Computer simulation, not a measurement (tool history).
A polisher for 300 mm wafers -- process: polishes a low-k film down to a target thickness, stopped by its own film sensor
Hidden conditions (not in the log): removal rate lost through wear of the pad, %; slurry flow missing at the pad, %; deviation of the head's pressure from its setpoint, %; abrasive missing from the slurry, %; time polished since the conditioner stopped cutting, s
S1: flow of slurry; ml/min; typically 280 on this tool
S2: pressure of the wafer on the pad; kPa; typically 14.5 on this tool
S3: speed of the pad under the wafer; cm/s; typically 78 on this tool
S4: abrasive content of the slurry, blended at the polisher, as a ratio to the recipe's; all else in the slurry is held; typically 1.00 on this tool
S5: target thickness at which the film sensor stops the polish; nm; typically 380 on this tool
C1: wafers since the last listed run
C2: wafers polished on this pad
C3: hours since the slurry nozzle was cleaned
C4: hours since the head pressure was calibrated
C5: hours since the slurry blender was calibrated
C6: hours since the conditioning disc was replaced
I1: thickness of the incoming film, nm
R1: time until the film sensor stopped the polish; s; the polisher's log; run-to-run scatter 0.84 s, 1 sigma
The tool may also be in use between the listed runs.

run 1 day=0.000 | S1=325 S2=14.5 S3=78 S4=1.00 S5=380 | C1=0 C2=229 C3=229.9 C4=529.4 C5=186.3 C6=239.6 | I1=414.7 | R1=93.8
run 2 day=1.012 | S1=325 S2=14.5 S3=78 S4=1.00 S5=380 | C1=211 C2=441 C3=254.2 C4=553.7 C5=210.6 C6=263.9 | I1=418.2 | R1=104.2
-- day=1.508 worn pad replaced by a new one
run 3 day=2.225 | S1=325 S2=14.5 S3=78 S4=1.00 S5=380 | C1=218 C2=149 C3=283.3 C4=582.8 C5=239.7 C6=293.0 | I1=404.0 | R1=66.1
run 4 day=3.162 | S1=280 S2=14.5 S3=78 S4=1.00 S5=380 | C1=195 C2=345 C3=305.8 C4=605.3 C5=262.2 C6=315.5 | I1=411.1 | R1=85.1
-- day=4.458 worn pad replaced by a new one
run 5 day=4.479 | S1=280 S2=14.5 S3=78 S4=1.00 S5=380 | C1=240 C2=4 C3=337.4 C4=636.9 C5=293.8 C6=347.1 | I1=410.3 | R1=85.8
run 6 day=5.433 | S1=280 S2=11.7 S3=78 S4=1.00 S5=377 | C1=199 C2=204 C3=360.3 C4=659.8 C5=316.7 C6=370.0 | I1=405.7 | R1=101.2
-- day=5.542 head pressure recalibrated
-- day=6.354 conditioning disc replaced and pad reconditioned
run 7 day=6.658 | S1=280 S2=11.7 S3=78 S4=1.00 S5=377 | C1=221 C2=425 C3=389.7 C4=26.8 C5=346.1 C6=7.3 | I1=409.1 | R1=112.2
-- day=7.346 worn pad replaced by a new one
run 8 day=8.096 | S1=280 S2=14.5 S3=88 S4=0.85 S5=380 | C1=265 C2=156 C3=424.2 C4=61.3 C5=380.6 C6=41.8 | I1=413.5 | R1=89.7
-- day=8.696 slurry nozzle cleaned
run 9 day=8.717 | S1=280 S2=14.5 S3=78 S4=1.10 S5=380 | C1=120 C2=277 C3=0.5 C4=76.2 C5=395.5 C6=56.7 | I1=411.9 | R1=83.4
run 10 day=9.471 | S1=280 S2=14.5 S3=78 S4=1.00 S5=380 | C1=157 C2=434 C3=18.6 C4=94.3 C5=413.6 C6=74.8 | I1=411.0 | R1=83.0
-- day=9.604 slurry blender recalibrated
run 11 day=10.096 | S1=310 S2=18.6 S3=78 S4=1.00 S5=380 | C1=113 C2=547 C3=33.6 C4=109.3 C5=11.8 C6=89.8 | I1=407.6 | R1=57.7
-- day=10.492 worn pad replaced by a new one
run 12 day=11.354 | S1=215 S2=10.3 S3=78 S4=0.80 S5=375 | C1=228 C2=180 C3=63.8 C4=139.5 C5=42.0 C6=120.0 | I1=417.5 | R1=173.2
run 13 day=11.988 | S1=250 S2=14.5 S3=92 S4=1.00 S5=383 | C1=132 C2=312 C3=79.0 C4=154.7 C5=57.2 C6=135.2 | I1=410.5 | R1=65.8
-- day=13.325 worn pad replaced by a new one
run 14 day=13.346 | S1=365 S2=10.3 S3=78 S4=0.85 S5=380 | C1=248 C2=4 C3=111.6 C4=187.3 C5=89.8 C6=167.8 | I1=413.3 | R1=128.4
run 15 day=13.962 | S1=280 S2=18.6 S3=78 S4=1.00 S5=380 | C1=128 C2=133 C3=126.4 C4=202.1 C5=104.6 C6=182.6 | I1=415.0 | R1=73.3
run 16 day=14.896 | S1=370 S2=11.0 S3=78 S4=1.00 S5=380 | C1=194 C2=328 C3=148.8 C4=224.5 C5=127.0 C6=205.0 | I1=411.9 | R1=111.9

Hidden state or all else? Some run-to-run changes of R1, split into what the settings, what came in and random variation would give without the hidden state, and what is left for the hidden state (with any gauge scatter that isn't in both results):
Run 8 -> 9: S3 88 -> 78, S4 0.85 -> 1.10, slurry nozzle cleaned. R1 -6.3 s: hidden state -5.2, all else -1.1.
Run 11 -> 12: S1 310 -> 215, S2 18.6 -> 10.3, S4 1.00 -> 0.80, S5 380 -> 375, worn pad replaced by a new one. R1 +115.5 s: hidden state +1.4, all else +114.1.
